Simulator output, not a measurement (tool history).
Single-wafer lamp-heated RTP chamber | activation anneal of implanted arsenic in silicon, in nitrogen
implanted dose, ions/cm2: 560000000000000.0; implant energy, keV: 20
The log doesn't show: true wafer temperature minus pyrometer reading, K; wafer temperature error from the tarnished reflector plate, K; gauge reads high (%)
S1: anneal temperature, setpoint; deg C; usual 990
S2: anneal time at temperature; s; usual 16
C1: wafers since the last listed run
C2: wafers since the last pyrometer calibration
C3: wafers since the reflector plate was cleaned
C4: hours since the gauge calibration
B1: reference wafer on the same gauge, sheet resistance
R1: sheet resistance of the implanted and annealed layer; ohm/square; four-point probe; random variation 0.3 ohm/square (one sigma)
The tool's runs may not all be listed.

run 1 hour=0 | S1=990 S2=16 | C1=0 C2=2864 C3=2317 C4=629.6 | B1=160.04 | R1=197.44
run 2 hour=63.3 | S1=990 S2=16 | C1=1386 C2=4250 C3=3703 C4=692.9 | B1=160.08 | R1=197.88
run 3 hour=124.5 | S1=990 S2=16 | C1=1340 C2=5590 C3=5043 C4=754.1 | B1=159.95 | R1=196.94
run 4 hour=194.4 | S1=990 S2=16 | C1=1530 C2=7121 C3=6574 C4=824 | B1=160.02 | R1=196.33
-- hour=216.9 pyrometer window cleaned and pyrometer calibrated
run 5 hour=247.6 | S1=990 S2=16 | C1=989 C2=673 C3=7564 C4=877.2 | B1=160.01 | R1=197.32
run 6 hour=305.1 | S1=990 S2=16 | C1=1259 C2=1932 C3=8823 C4=934.7 | B1=159.99 | R1=197.09
run 7 hour=336.2 | S1=990 S2=16 | C1=681 C2=2613 C3=9504 C4=965.8 | B1=159.99 | R1=196.71
run 8 hour=406.5 | S1=990 S2=16 | C1=1539 C2=4152 C3=11044 C4=1036.1 | B1=160.02 | R1=197.03
-- hour=446.8 reflector plate cleaned
run 9 hour=463.2 | S1=990 S2=16 | C1=1066 C2=5219 C3=359 C4=1092.8 | B1=159.97 | R1=197.53
run 10 hour=525.7 | S1=990 S2=16 | C1=1368 C2=6588 C3=1727 C4=1155.3 | B1=159.98 | R1=197.25
run 11 hour=589.5 | S1=977 S2=16 | C1=1397 C2=7985 C3=3124 C4=1219.1 | B1=159.94 | R1=198.86
-- hour=619.8 pyrometer window cleaned and pyrometer calibrated
-- hour=658.3 gauge calibrated
run 12 hour=660.6 | S1=977 S2=16 | C1=1381 C2=893 C3=4506 C4=2.3 | B1=160 | R1=199.05
run 13 hour=697.6 | S1=977 S2=16 | C1=810 C2=1703 C3=5316 C4=39.3 | B1=159.98 | R1=199.65
run 14 hour=731.5 | S1=990 S2=16 | C1=742 C2=2446 C3=6059 C4=73.2 | B1=160.05 | R1=196.9
run 15 hour=789.7 | S1=990 S2=16 | C1=1274 C2=3720 C3=7333 C4=131.4 | B1=159.96 | R1=197.06
run 16 hour=849.2 | S1=990 S2=22 | C1=1302 C2=5023 C3=8636 C4=190.9 | B1=159.97 | R1=194.48
run 17 hour=878.6 | S1=990 S2=16 | C1=643 C2=5667 C3=9280 C4=220.3 | B1=159.96 | R1=196.38
run 18 hour=923.7 | S1=990 S2=16 | C1=987 C2=6655 C3=10268 C4=265.4 | B1=160.02 | R1=196.56
run 19 hour=958.3 | S1=967 S2=8 | C1=757 C2=7412 C3=11025 C4=300 | B1=159.92 | R1=203.39
-- hour=988.2 pyrometer window cleaned and pyrometer calibrated
-- hour=1002.7 reflector plate cleaned
run 20 hour=1016.4 | S1=1020 S2=10 | C1=921 C2=441 C3=299 C4=358.1 | B1=160.03 | R1=197.15
run 21 hour=1048.7 | S1=1020 S2=10 | C1=707 C2=1149 C3=1006 C4=390.4 | B1=160.01 | R1=196.79
run 22 hour=1116.2 | S1=1016 S2=7 | C1=1478 C2=2627 C3=2485 C4=457.9 | B1=159.96 | R1=199.59
run 23 hour=1161.2 | S1=1013 S2=25 | C1=985 C2=3612 C3=3470 C4=502.9 | B1=159.95 | R1=190.31
run 24 hour=1210.2 | S1=1009 S2=16 | C1=1073 C2=4685 C3=4543 C4=551.9 | B1=159.99 | R1=194.24
run 25 hour=1271.2 | S1=980 S2=25 | C1=1335 C2=6021 C3=5879 C4=612.9 | B1=160.03 | R1=195.56
run 26 hour=1343.2 | S1=981 S2=24 | C1=1576 C2=7598 C3=7456 C4=684.9 | B1=159.98 | R1=195.45
run 27 hour=1381.4 | S1=990 S2=16 | C1=836 C2=8434 C3=8292 C4=723.1 | B1=159.97 | R1=196.69
-- hour=1416.5 pyrometer window cleaned and pyrometer calibrated
run 28 hour=1442.1 | S1=990 S2=16 | C1=1154 C2=560 C3=9446 C4=783.8 | B1=159.99 | R1=197.81
run 29 hour=1494 | S1=1012 S2=20 | C1=1136 C2=1696 C3=10583 C4=835.7 | B1=160 | R1=192.54
-- hour=1522.6 reflector plate cleaned
run 30 hour=1545.1 | S1=981 S2=19 | C1=943 C2=2640 C3=493 C4=886.8 | B1=159.96 | R1=197.87
run 31 hour=1609.4 | S1=977 S2=16 | C1=1408 C2=4048 C3=1901 C4=951.1 | B1=160.03 | R1=198.64
run 32 hour=1646.2 | S1=990 S2=16 | C1=805 C2=4854 C3=2706 C4=987.9 | B1=159.99 | R1=196.62
-- hour=1707.1 gauge calibrated
run 33 hour=1708.9 | S1=990 S2=16 | C1=1373 C2=6227 C3=4080 C4=1.8 | B1=160.02 | R1=197.02
run 34 hour=1762.2 | S1=980 S2=25 | C1=1167 C2=7394 C3=5247 C4=55.1 | B1=160.04 | R1=195.38
run 35 hour=1829.1 | S1=1015 S2=16 | C1=1465 C2=8859 C3=6712 C4=122 | B1=159.97 | R1=192.68
-- hour=1839.8 pyrometer window cleaned and pyrometer calibrated
run 36 hour=1862.6 | S1=1009 S2=16 | C1=558 C2=498 C3=7270 C4=155.5 | B1=160.05 | R1=195.04

4 ways to go on from here, each from the tool as it stands after run 36. What would each give?
run A hour=1863 | S1=963 S2=16 | C1=8 C2=507 C3=7279 C4=155.9 | B1=? | R1=?
run B hour=1863 | S1=1009 S2=10 | C1=8 C2=507 C3=7279 C4=155.9 | B1=? | R1=?
run C hour=1863 | S1=990 S2=7 | C1=8 C2=507 C3=7279 C4=155.9 | B1=? | R1=?
run D hour=1863 | S1=972 S2=20 | C1=8 C2=507 C3=7279 C4=155.9 | B1=? | R1=?

run=A B1=160.01 R1=201.22
run=B B1=160.01 R1=198.35
run=C B1=160.01 R1=202.67
run=D B1=160.01 R1=199.1
Without the tool's hidden state the same runs would have given:
run=A R1=202.45
run=B R1=199.89
run=C R1=203.89
run=D R1=200.49
